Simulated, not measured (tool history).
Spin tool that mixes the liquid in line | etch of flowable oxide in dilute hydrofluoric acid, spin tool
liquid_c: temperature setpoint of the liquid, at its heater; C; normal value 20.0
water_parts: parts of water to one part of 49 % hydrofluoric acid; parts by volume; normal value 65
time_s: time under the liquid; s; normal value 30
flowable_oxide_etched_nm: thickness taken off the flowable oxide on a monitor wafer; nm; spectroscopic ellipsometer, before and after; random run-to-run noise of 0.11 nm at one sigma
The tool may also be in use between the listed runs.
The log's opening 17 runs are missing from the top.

run	day	liquid_c	water_parts	time_s	read-back film thickness of the flowable oxide reference wafer, read on the same gauge (nm)	flowable_oxide_etched_nm
# day 48.108: hydrofluoric acid flow meter replaced
18	49.854	23.5	80	40	70.01	13.70
# day 53.179: gauge calibrated
19	54.304	20.0	65	30	70.02	10.67
20	58.796	25.0	65	30	70.01	13.38
21	61.625	20.0	50	30	70.01	14.17
22	63.871	20.0	65	30	70.00	10.50
23	67.012	23.5	50	20	70.01	10.63
24	70.008	18.0	85	35	70.01	8.41
25	72.492	17.0	55	30	70.00	10.90
# day 74.183: thermometer replaced
26	74.996	20.0	65	30	70.01	11.27
# day 75.717: hydrofluoric acid flow meter replaced
27	79.204	18.5	85	35	70.00	9.29
28	83.629	20.0	65	30	70.02	10.89
29	86.400	23.0	55	15	70.00	7.50
30	87.933	17.5	65	30	69.98	9.77
31	90.529	23.5	65	30	69.98	12.71
32	92.446	18.0	75	30	69.99	8.45
33	95.462	20.0	85	25	69.99	6.64
34	102.588	20.0	65	30	70.00	10.24

3 ways to go on from here, each from the tool as it stands after run 34. What would each give?
A	102.604	20.0	65	45	?	?
B	102.604	21.5	80	30	?	?
C	102.604	17.0	65	20	?	?

run	read-back film thickness of the flowable oxide reference wafer, read on the same gauge (nm)	flowable_oxide_etched_nm
A	70.01	15.45
B	70.01	8.77
C	70.01	6.03
Without the tool's unlogged condition, the same runs would have read:
run	flowable_oxide_etched_nm
A	17.17
B	9.72
C	6.72
